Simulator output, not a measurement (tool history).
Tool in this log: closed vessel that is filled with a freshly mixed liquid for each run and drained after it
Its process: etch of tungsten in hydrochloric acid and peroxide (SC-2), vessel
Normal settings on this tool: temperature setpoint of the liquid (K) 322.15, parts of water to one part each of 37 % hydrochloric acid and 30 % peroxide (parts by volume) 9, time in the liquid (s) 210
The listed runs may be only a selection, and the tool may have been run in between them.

| run | hour | temperature setpoint of the liquid (K) | parts of water to one part each of 37 % hydrochloric acid and 30 % peroxide (parts by volume) | time in the liquid (s) | wafers since the last listed run | hours since the thermometer was replaced | hours since the chemicals flow meter was replaced | hours since the drum of peroxide was connected | hours since the gauge calibration | read-back film thickness of the tungsten reference wafer, read on the same gauge (nm) | thickness taken off the tungsten on a monitor wafer (angstrom) |
|---|---|---|---|---|---|---|---|---|---|---|---|
| 1 | 0 | 322.15 | 9 | 210 | 0 | 447 | 275.2 | 129.8 | 2092.8 | 30.03 | 399.3 |
| 2 | 106.3 | 322.15 | 9 | 210 | 11213 | 553.3 | 381.5 | 236.1 | 2199.1 | 30 | 405.7 |
| 3 | 173 | 322.15 | 9 | 210 | 7036 | 620 | 448.2 | 302.8 | 2265.8 | 30.01 | 408.3 |
| 4 | 276.8 | 318.15 | 9 | 210 | 10950 | 723.8 | 552 | 406.6 | 2369.6 | 29.98 | 314.1 |
|  | 366.5 | thermometer replaced |
| 5 | 371.6 | 319.65 | 5.5 | 210 | 9895 | 5.1 | 646.8 | 501.4 | 2464.4 | 30.01 | 499.7 |
|  | 443.1 | chemicals flow meter replaced |
| 6 | 445.1 | 322.15 | 9 | 300 | 7648 | 78.6 | 2 | 574.9 | 2537.9 | 29.98 | 544 |
| 7 | 551.1 | 322.15 | 9 | 300 | 11182 | 184.6 | 108 | 680.9 | 2643.9 | 30.04 | 547.9 |
|  | 561 | new drum of peroxide connected |
| 8 | 627.2 | 322.15 | 9 | 300 | 7922 | 260.7 | 184.1 | 66.2 | 2720 | 30.01 | 572.1 |
| 9 | 720.1 | 322.15 | 9 | 115 | 9800 | 353.6 | 277 | 159.1 | 2812.9 | 29.97 | 221.4 |
| 10 | 796.5 | 322.15 | 9 | 115 | 8059 | 430 | 353.4 | 235.5 | 2889.3 | 29.99 | 220.4 |
| 11 | 832.8 | 322.15 | 9 | 115 | 3829 | 466.3 | 389.7 | 271.8 | 2925.6 | 30.01 | 220.5 |
| 12 | 911.5 | 322.15 | 9 | 210 | 8302 | 545 | 468.4 | 350.5 | 3004.3 | 29.99 | 401.7 |
|  | 985.7 | thermometer replaced |
| 13 | 1017.6 | 315.15 | 5 | 270 | 11087 | 31.9 | 574.5 | 456.6 | 3110.4 | 30.01 | 500.3 |
| 14 | 1109.7 | 322.15 | 9 | 120 | 9715 | 124 | 666.6 | 548.7 | 3202.5 | 29.98 | 228.7 |
|  | 1179.3 | new drum of peroxide connected |
| 15 | 1212.5 | 322.15 | 9 | 300 | 10739 | 226.8 | 769.4 | 33.2 | 3305.3 | 30 | 595.7 |
|  | 1279.5 | chemicals flow meter replaced |
| 16 | 1292.4 | 318.15 | 7 | 165 | 8323 | 306.7 | 12.9 | 113.1 | 3385.2 | 29.98 | 287.4 |
| 17 | 1355.8 | 322.15 | 9 | 300 | 6688 | 370.1 | 76.3 | 176.5 | 3448.6 | 29.97 | 557.2 |
| 18 | 1404.9 | 322.15 | 6.5 | 90 | 5179 | 419.2 | 125.4 | 225.6 | 3497.7 | 29.98 | 216.1 |
| 19 | 1510.2 | 328.65 | 4.5 | 130 | 11108 | 524.5 | 230.7 | 330.9 | 3603 | 29.96 | 625.3 |
| 20 | 1582.4 | 322.15 | 9 | 210 | 7616 | 596.7 | 302.9 | 403.1 | 3675.2 | 30.02 | 402.9 |
|  | 1635.2 | thermometer replaced |
| 21 | 1676.2 | 322.15 | 9 | 210 | 9789 | 41 | 396.7 | 496.9 | 3769 | 29.96 | 401.7 |
|  | 1734.7 | new drum of peroxide connected |
| 22 | 1773.9 | 328.65 | 13.5 | 330 | 10201 | 138.7 | 494.4 | 39.2 | 3866.7 | 29.97 | 704.1 |
|  | 1784.6 | gauge calibrated |
| 23 | 1869.6 | 318.65 | 11 | 280 | 10095 | 234.4 | 590.1 | 134.9 | 85 | 29.98 | 368.1 |
| 24 | 1965 | 322.15 | 9 | 210 | 10064 | 329.8 | 685.5 | 230.3 | 180.4 | 30 | 414 |
| 25 | 2004.8 | 322.15 | 9 | 105 | 4198 | 369.6 | 725.3 | 270.1 | 220.2 | 30 | 203.8 |
|  | 2011.3 | chemicals flow meter replaced |
| 26 | 2096.4 | 328.15 | 11 | 270 | 9557 | 461.2 | 85.1 | 361.7 | 311.8 | 29.99 | 639.6 |
| 27 | 2180.2 | 330.15 | 6 | 255 | 8840 | 545 | 168.9 | 445.5 | 395.6 | 29.99 | 1098.2 |
| 28 | 2220.3 | 322.15 | 9 | 315 | 4230 | 585.1 | 209 | 485.6 | 435.7 | 30.01 | 589 |
|  | 2274.8 | thermometer replaced |
| 29 | 2298.4 | 328.65 | 9 | 210 | 8133 | 23.6 | 287.1 | 563.7 | 513.8 | 30.02 | 606.2 |
|  | 2321.9 | new drum of peroxide connected |
| 30 | 2371.8 | 322.15 | 9 | 210 | 7637 | 97 | 360.5 | 49.9 | 587.2 | 29.96 | 404.1 |
| 31 | 2417.1 | 329.15 | 9 | 260 | 4778 | 142.3 | 405.8 | 95.2 | 632.5 | 30.02 | 791.5 |

What was the tool's hidden state at every run in the log?
liquid colder than its thermometer reads (K): 0 across all the runs
gauge reads high (%): 0 across all the runs
H1: chemicals flow above the setpoint (%)
H2: peroxide weaker than its label (%)
| run | H1 | H2 |
|---|---|---|
| 1 | 4.39 | 1.09 |
| 2 | 5.4 | 1.63 |
| 3 | 6.04 | 1.97 |
| 4 | 7.02 | 2.5 |
| 5 | 7.92 | 2.99 |
| 6 | 0.438 | 3.36 |
| 7 | 1.44 | 3.9 |
| 8 | 2.17 | 0.473 |
| 9 | 3.05 | 0.946 |
| 10 | 3.78 | 1.34 |
| 11 | 4.12 | 1.52 |
| 12 | 4.87 | 1.92 |
| 13 | 5.88 | 2.46 |
| 14 | 6.75 | 2.93 |
| 15 | 7.73 | 0.638 |
| 16 | 0.978 | 1.05 |
| 17 | 1.58 | 1.37 |
| 18 | 2.05 | 1.62 |
| 19 | 3.05 | 2.15 |
| 20 | 3.73 | 2.52 |
| 21 | 4.62 | 3 |
| 22 | 5.55 | 0.25 |
| 23 | 6.46 | 0.738 |
| 24 | 7.37 | 1.22 |
| 25 | 7.75 | 1.43 |
| 26 | 1 | 1.89 |
| 27 | 1.8 | 2.32 |
| 28 | 2.18 | 2.52 |
| 29 | 2.92 | 2.92 |
| 30 | 3.62 | 0.455 |
| 31 | 4.05 | 0.686 |

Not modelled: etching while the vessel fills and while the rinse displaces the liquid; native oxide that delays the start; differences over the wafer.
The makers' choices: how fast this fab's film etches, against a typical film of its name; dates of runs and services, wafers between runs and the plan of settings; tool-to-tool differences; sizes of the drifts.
